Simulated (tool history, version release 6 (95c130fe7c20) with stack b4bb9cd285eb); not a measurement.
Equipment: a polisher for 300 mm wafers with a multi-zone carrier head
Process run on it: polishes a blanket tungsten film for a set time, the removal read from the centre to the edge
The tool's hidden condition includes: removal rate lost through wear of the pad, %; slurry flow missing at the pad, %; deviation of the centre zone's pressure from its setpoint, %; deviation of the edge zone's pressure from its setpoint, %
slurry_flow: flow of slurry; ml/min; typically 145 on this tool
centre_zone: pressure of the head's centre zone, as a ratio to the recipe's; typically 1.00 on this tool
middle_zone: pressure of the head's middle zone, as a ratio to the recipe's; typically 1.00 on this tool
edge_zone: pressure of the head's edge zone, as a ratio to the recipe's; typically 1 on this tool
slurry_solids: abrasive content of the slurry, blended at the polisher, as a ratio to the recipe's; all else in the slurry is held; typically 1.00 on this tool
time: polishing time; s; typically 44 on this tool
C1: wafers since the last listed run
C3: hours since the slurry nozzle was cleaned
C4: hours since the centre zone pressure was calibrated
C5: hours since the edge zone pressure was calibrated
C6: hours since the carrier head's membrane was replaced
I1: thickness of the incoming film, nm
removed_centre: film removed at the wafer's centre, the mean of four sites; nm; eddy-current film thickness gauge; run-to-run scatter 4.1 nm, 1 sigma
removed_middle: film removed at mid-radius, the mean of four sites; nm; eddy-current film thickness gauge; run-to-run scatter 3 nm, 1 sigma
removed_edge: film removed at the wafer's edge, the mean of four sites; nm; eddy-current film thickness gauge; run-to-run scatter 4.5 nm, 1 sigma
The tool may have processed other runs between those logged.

run 1 hour=0.0 | slurry_flow=145 centre_zone=1.00 middle_zone=1.00 edge_zone=1 slurry_solids=1.00 time=44 | C1=0 wafers_polished_on_this_pad=1090 C3=99.6 C4=93.3 C5=280.8 C6=1845.0 | I1=1384.5 | removed_centre=294.9 removed_middle=292.7 removed_edge=294.7
run 2 hour=21.6 | slurry_flow=145 centre_zone=1.00 middle_zone=1.00 edge_zone=1 slurry_solids=1.00 time=44 | C1=160 wafers_polished_on_this_pad=1251 C3=121.2 C4=114.9 C5=302.4 C6=1866.6 | I1=1344.9 | removed_centre=292.4 removed_middle=291.3 removed_edge=276.7
run 3 hour=49.3 | slurry_flow=145 centre_zone=1.00 middle_zone=1.00 edge_zone=1 slurry_solids=1.00 time=44 | C1=205 wafers_polished_on_this_pad=1456 C3=148.9 C4=142.6 C5=330.1 C6=1894.3 | I1=1378.8 | removed_centre=273.9 removed_middle=278.6 removed_edge=268.6
-- hour=57.1 worn pad replaced by a new one
run 4 hour=75.3 | slurry_flow=145 centre_zone=1.00 middle_zone=1.03 edge_zone=1 slurry_solids=1.00 time=44 | C1=163 wafers_polished_on_this_pad=135 C3=174.9 C4=168.6 C5=356.1 C6=1920.3 | I1=1369.8 | removed_centre=310.6 removed_middle=316.8 removed_edge=310.8
run 5 hour=90.4 | slurry_flow=145 centre_zone=1.00 middle_zone=1.03 edge_zone=1 slurry_solids=1.00 time=44 | C1=112 wafers_polished_on_this_pad=247 C3=190.0 C4=183.7 C5=371.2 C6=1935.4 | I1=1367.0 | removed_centre=305.1 removed_middle=308.3 removed_edge=305.0
run 6 hour=116.0 | slurry_flow=145 centre_zone=1.00 middle_zone=1.03 edge_zone=1 slurry_solids=1.00 time=44 | C1=189 wafers_polished_on_this_pad=437 C3=215.6 C4=209.3 C5=396.8 C6=1961.0 | I1=1371.4 | removed_centre=308.0 removed_middle=314.4 removed_edge=308.1
run 7 hour=148.0 | slurry_flow=145 centre_zone=1.00 middle_zone=1.00 edge_zone=1 slurry_solids=1.00 time=44 | C1=237 wafers_polished_on_this_pad=674 C3=247.6 C4=241.3 C5=428.8 C6=1993.0 | I1=1361.2 | removed_centre=294.4 removed_middle=302.1 removed_edge=295.7
run 8 hour=160.6 | slurry_flow=145 centre_zone=1.00 middle_zone=1.00 edge_zone=1 slurry_solids=1.00 time=44 | C1=93 wafers_polished_on_this_pad=768 C3=260.2 C4=253.9 C5=441.4 C6=2005.6 | I1=1364.7 | removed_centre=296.8 removed_middle=302.0 removed_edge=300.1
run 9 hour=189.4 | slurry_flow=145 centre_zone=1.00 middle_zone=1.00 edge_zone=1 slurry_solids=1.00 time=44 | C1=213 wafers_polished_on_this_pad=981 C3=289.0 C4=282.7 C5=470.2 C6=2034.4 | I1=1370.3 | removed_centre=293.6 removed_middle=292.4 removed_edge=293.6
-- hour=215.6 centre zone pressure recalibrated
run 10 hour=223.2 | slurry_flow=145 centre_zone=1.00 middle_zone=1.00 edge_zone=1 slurry_solids=1.00 time=44 | C1=235 wafers_polished_on_this_pad=1217 C3=322.8 C4=7.6 C5=504.0 C6=2068.2 | I1=1346.4 | removed_centre=285.6 removed_middle=285.2 removed_edge=280.7
-- hour=240.3 worn pad replaced by a new one
run 11 hour=253.4 | slurry_flow=115 centre_zone=1.00 middle_zone=1.00 edge_zone=1 slurry_solids=1.00 time=44 | C1=194 wafers_polished_on_this_pad=96 C3=353.0 C4=37.8 C5=534.2 C6=2098.4 | I1=1349.0 | removed_centre=307.2 removed_middle=301.8 removed_edge=298.2
run 12 hour=275.7 | slurry_flow=145 centre_zone=1.00 middle_zone=1.00 edge_zone=1 slurry_solids=1.00 time=30 | C1=165 wafers_polished_on_this_pad=262 C3=375.3 C4=60.1 C5=556.5 C6=2120.7 | I1=1357.9 | removed_centre=207.4 removed_middle=215.1 removed_edge=211.6
run 13 hour=288.9 | slurry_flow=145 centre_zone=0.92 middle_zone=1.00 edge_zone=1 slurry_solids=1.15 time=39 | C1=97 wafers_polished_on_this_pad=360 C3=388.5 C4=73.3 C5=569.7 C6=2133.9 | I1=1369.3 | removed_centre=267.2 removed_middle=293.1 removed_edge=289.1
-- hour=317.5 carrier head's membrane replaced by a new one
run 14 hour=318.0 | slurry_flow=145 centre_zone=1.11 middle_zone=1.06 edge_zone=1 slurry_solids=1.00 time=58 | C1=178 wafers_polished_on_this_pad=539 C3=417.6 C4=102.4 C5=598.8 C6=0.5 | I1=1355.1 | removed_centre=445.0 removed_middle=421.8 removed_edge=399.3
run 15 hour=347.4 | slurry_flow=145 centre_zone=0.92 middle_zone=1.00 edge_zone=1 slurry_solids=1.15 time=39 | C1=218 wafers_polished_on_this_pad=757 C3=447.0 C4=131.8 C5=628.2 C6=29.9 | I1=1347.1 | removed_centre=250.0 removed_middle=284.4 removed_edge=281.1
run 16 hour=376.0 | slurry_flow=145 centre_zone=0.96 middle_zone=1.00 edge_zone=1 slurry_solids=1.00 time=29 | C1=212 wafers_polished_on_this_pad=969 C3=475.6 C4=160.4 C5=656.8 C6=58.5 | I1=1391.8 | removed_centre=185.1 removed_middle=199.1 removed_edge=194.4
-- hour=377.5 slurry nozzle cleaned
run 17 hour=399.2 | slurry_flow=145 centre_zone=1.00 middle_zone=1.00 edge_zone=1 slurry_solids=1.00 time=44 | C1=164 wafers_polished_on_this_pad=1134 C3=21.7 C4=183.6 C5=680.0 C6=81.7 | I1=1387.7 | removed_centre=292.3 removed_middle=293.1 removed_edge=288.0
-- hour=429.8 edge zone pressure recalibrated
-- hour=448.6 worn pad replaced by a new one
run 18 hour=449.1 | slurry_flow=145 centre_zone=1.00 middle_zone=1.00 edge_zone=1 slurry_solids=1.00 time=44 | C1=325 wafers_polished_on_this_pad=3 C3=71.6 C4=233.5 C5=19.3 C6=131.6 | I1=1369.5 | removed_centre=301.4 removed_middle=303.8 removed_edge=303.9
run 19 hour=468.9 | slurry_flow=145 centre_zone=1.00 middle_zone=0.88 edge_zone=1 slurry_solids=1.00 time=44 | C1=146 wafers_polished_on_this_pad=150 C3=91.4 C4=253.3 C5=39.1 C6=151.4 | I1=1343.4 | removed_centre=298.0 removed_middle=275.5 removed_edge=309.9
run 20 hour=489.4 | slurry_flow=145 centre_zone=1.00 middle_zone=1.10 edge_zone=1 slurry_solids=1.25 time=33 | C1=152 wafers_polished_on_this_pad=302 C3=111.9 C4=273.8 C5=59.6 C6=171.9 | I1=1373.1 | removed_centre=244.4 removed_middle=268.4 removed_edge=238.2
run 21 hour=521.4 | slurry_flow=145 centre_zone=0.95 middle_zone=1.00 edge_zone=1 slurry_solids=1.00 time=44 | C1=237 wafers_polished_on_this_pad=539 C3=143.9 C4=305.8 C5=91.6 C6=203.9 | I1=1366.2 | removed_centre=287.1 removed_middle=302.0 removed_edge=300.1
run 22 hour=550.1 | slurry_flow=145 centre_zone=0.95 middle_zone=1.00 edge_zone=1 slurry_solids=1.10 time=44 | C1=212 wafers_polished_on_this_pad=752 C3=172.6 C4=334.5 C5=120.3 C6=232.6 | I1=1354.3 | removed_centre=300.9 removed_middle=304.8 removed_edge=305.7

Consider 3 possible next runs. They are alternatives, not a sequence: every one starts from the tool as it was left by run 22. What does each give?
run A hour=550.5 | slurry_flow=145 centre_zone=1.00 middle_zone=1.00 edge_zone=1 slurry_solids=1.00 time=44 | C1=2 wafers_polished_on_this_pad=755 C3=173.0 C4=334.9 C5=120.7 C6=233.0 | I1=1360.3 | removed_centre=? removed_middle=? removed_edge=?
run B hour=550.5 | slurry_flow=145 centre_zone=1.00 middle_zone=1.00 edge_zone=1 slurry_solids=1.10 time=44 | C1=2 wafers_polished_on_this_pad=755 C3=173.0 C4=334.9 C5=120.7 C6=233.0 | I1=1360.3 | removed_centre=? removed_middle=? removed_edge=?
run C hour=550.5 | slurry_flow=145 centre_zone=0.95 middle_zone=0.89 edge_zone=1 slurry_solids=1.00 time=44 | C1=2 wafers_polished_on_this_pad=755 C3=173.0 C4=334.9 C5=120.7 C6=233.0 | I1=1360.3 | removed_centre=? removed_middle=? removed_edge=?

run=A removed_centre=297.5 removed_middle=291.4 removed_edge=297.0
run=B removed_centre=308.8 removed_middle=302.6 removed_edge=308.3
run=C removed_centre=282.3 removed_middle=265.5 removed_edge=297.4
What these runs would have given with no unlogged condition in the tool:
run=A removed_centre=312.4 removed_middle=306.1 removed_edge=311.9
run=B removed_centre=324.3 removed_middle=317.7 removed_edge=323.7
run=C removed_centre=296.4 removed_middle=278.9 removed_edge=312.3
